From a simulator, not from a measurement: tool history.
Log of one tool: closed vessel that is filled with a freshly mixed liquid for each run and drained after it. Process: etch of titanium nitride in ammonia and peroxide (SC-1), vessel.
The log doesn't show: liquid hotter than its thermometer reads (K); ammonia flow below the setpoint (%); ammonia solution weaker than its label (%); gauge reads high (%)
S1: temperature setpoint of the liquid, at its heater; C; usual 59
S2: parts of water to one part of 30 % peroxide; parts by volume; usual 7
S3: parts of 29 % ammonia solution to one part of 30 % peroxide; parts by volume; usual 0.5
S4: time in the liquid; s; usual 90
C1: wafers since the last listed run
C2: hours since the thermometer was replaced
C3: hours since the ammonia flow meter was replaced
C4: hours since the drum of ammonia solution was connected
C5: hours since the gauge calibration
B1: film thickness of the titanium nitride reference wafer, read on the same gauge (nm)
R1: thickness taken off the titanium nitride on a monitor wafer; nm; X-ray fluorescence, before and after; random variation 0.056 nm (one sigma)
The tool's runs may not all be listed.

run,hour,S1,S2,S3,S4,C1,C2,C3,C4,C5,B1,R1
1,0,59,5,0.5,90,0,150.2,904.6,416.6,1420.8,150.02,10
2,67.3,59,5,0.5,90,5807,217.5,971.9,483.9,1488.1,150.04,9.97
3,116.3,59,5,0.5,90,4228,266.5,1020.9,532.9,1537.1,150.04,10.01
4,273.7,59,8,0.5,90,13583,423.9,1178.3,690.3,1694.5,149.97,7.88
5,380.2,59,7,0.5,90,9190,530.4,1284.8,796.8,1801,150.03,8.34
6,423.4,59,7,0.5,90,3728,573.6,1328,840,1844.2,150,8.35
7,494.5,59,7,0.5,90,6135,644.7,1399.1,911.1,1915.3,150.02,8.41
# hour 533.6: new drum of ammonia solution connected
8,612.2,59,7,0.5,90,10071,762.4,1516.8,78.6,2033,150.01,8.37
9,673.3,62,5,0.5,90,5272,823.5,1577.9,139.7,2094.1,149.99,12.11
10,743.7,59,7,0.5,90,6075,893.9,1648.3,210.1,2164.5,149.97,8.45
11,832.9,67,5,0.25,120,7697,983.1,1737.5,299.3,2253.7,150.01,19.59
12,877.6,59,7,0.5,90,3857,1027.8,1782.2,344,2298.4,149.99,8.37
13,942.7,67.5,7,0.4,90,5618,1092.9,1847.3,409.1,2363.5,150.03,13.87
# hour 958.8: ammonia flow meter replaced
14,1114.6,59,5,0.65,45,14748,1264.8,155.8,581,2535.4,150.05,5.23
# hour 1184: thermometer replaced
15,1194,59,7,0.5,65,6765,10,235.2,660.4,2614.8,149.96,6.15
16,1299,59,7,0.5,65,9061,115,340.2,765.4,2719.8,149.99,6.16
# hour 1313: gauge calibrated
17,1340.1,49,10,0.35,125,3546,156.1,381.3,806.5,27.1,150,4.66
18,1391,59,7,0.5,90,4392,207,432.2,857.4,78,150.01,8.51
19,1437.9,66,5,0.6,115,4047,253.9,479.1,904.3,124.9,149.96,20.67
# hour 1439.7: new drum of ammonia solution connected
20,1499.1,59,7,0.4,55,5195,315.1,540.3,59.4,186.1,149.98,5.03
21,1583.9,66.5,7,0.7,110,7318,399.9,625.1,144.2,270.9,149.98,17.76
22,1680.8,50,7,0.5,50,8362,496.8,722,241.1,367.8,150.01,2.57
23,1747.3,59,7,0.65,145,5738,563.3,788.5,307.6,434.3,149.95,14.28
24,1791.9,59,7,0.5,125,3848,607.9,833.1,352.2,478.9,149.97,11.85
25,1847,59,7,0.5,90,4755,663,888.2,407.3,534,149.96,8.48
26,1951.3,53,7,0.5,75,9001,767.3,992.5,511.6,638.3,150.01,4.71
27,1993.3,54.5,7,0.4,110,3624,809.3,1034.5,553.6,680.3,149.97,7.43

5 ways to go on from here, each from the tool as it stands after run 27. What would each give?
A,1994,59,7,0.5,105,60,810,1035.2,554.3,681,?,?
B,1994,59,7,0.7,90,60,810,1035.2,554.3,681,?,?
C,1994,62.5,7,0.65,55,60,810,1035.2,554.3,681,?,?
D,1994,51,7,0.5,90,60,810,1035.2,554.3,681,?,?
E,1994,68.5,5.5,0.5,110,60,810,1035.2,554.3,681,?,?

run,B1,R1
A,150.02,9.79
B,150.02,8.86
C,150.02,6.73
D,150.02,4.89
E,150.02,21.2
Without the tool's hidden state the same runs would have given:
run,R1
A,9.93
B,8.98
C,6.81
D,4.96
E,21.49
